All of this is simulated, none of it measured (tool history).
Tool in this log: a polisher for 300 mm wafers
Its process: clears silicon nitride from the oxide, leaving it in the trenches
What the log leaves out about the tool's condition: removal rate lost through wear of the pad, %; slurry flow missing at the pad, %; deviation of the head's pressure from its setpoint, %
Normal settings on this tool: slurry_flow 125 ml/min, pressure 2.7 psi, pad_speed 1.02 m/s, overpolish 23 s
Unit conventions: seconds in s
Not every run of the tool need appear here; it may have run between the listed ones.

run   hour  slurry_flow  pressure  pad_speed  overpolish  wafers since the last listed run  wafers polished on this pad  hours since the slurry nozzle was cleaned  hours since the head pressure was calibrated  incoming thickness of the incoming film, nm  seconds
  1      0          125       3.4       1.02          29                                 0                          338                                      640.9                                          1130                                         70.8     86.4
      22.8  -- worn pad replaced by a new one
  2   35.6          125       3.4       1.02          29                               190                           76                                      676.5                                        1165.6                                         70.1     80.4
  3   66.9          125       3.3       1.02          23                               188                          265                                      707.8                                        1196.9                                         69.9     86.3
  4   81.3          125       2.7        1.3          23                                86                          351                                      722.2                                        1211.3                                         70.3     83.1
  5  100.5          125       3.2       1.02          23                               115                          467                                      741.4                                        1230.5                                         69.3     93.4
     111.8  -- worn pad replaced by a new one
  6  129.2          125       3.2       1.02          23                               148                          104                                      770.1                                        1259.2                                         70.1     86.6
     140.9  -- slurry nozzle cleaned
     152.1  -- head pressure recalibrated
  7  153.7          125       2.7       1.02          33                               129                          233                                       12.8                                           1.6                                           70    103.7
  8  169.6          125       3.2       1.02          23                                95                          329                                       28.7                                          17.5                                         70.1     90.5
  9  186.7          125       2.4       0.74          18                               102                          432                                       45.8                                          34.6                                         69.1    168.4
     194.7  -- worn pad replaced by a new one
 10  213.2          125       2.1       0.86          23                               135                          111                                       72.3                                          61.1                                         70.1    155.2
 11  249.1          100       2.7       0.84          23                               215                          327                                      108.2                                            97                                         69.6    137.2
     281.1  -- worn pad replaced by a new one
 12  281.6          125         3       1.14          23                               171                            3                                      140.7                                         129.5                                         70.3     79.2
 13  299.5          125       3.1       1.02          23                               107                          110                                      158.6                                         147.4                                         70.8     91.9
 14  329.5          125       2.7       1.02          23                               180                          291                                      188.6                                         177.4                                         70.6      108

Measured result minus the same run's result without the hidden state. Both carry the same run-to-run variation, though not necessarily the same gauge scatter:
run  seconds
  1     +9.8
  2       +4
  3     +8.9
  4     +9.5
  5    +11.4
  6     +5.5
  7    +10.7
  8    +10.4
  9    +20.6
 10    +13.1
 11    +18.1
 12     +2.2
 13     +7.9
 14    +13.9
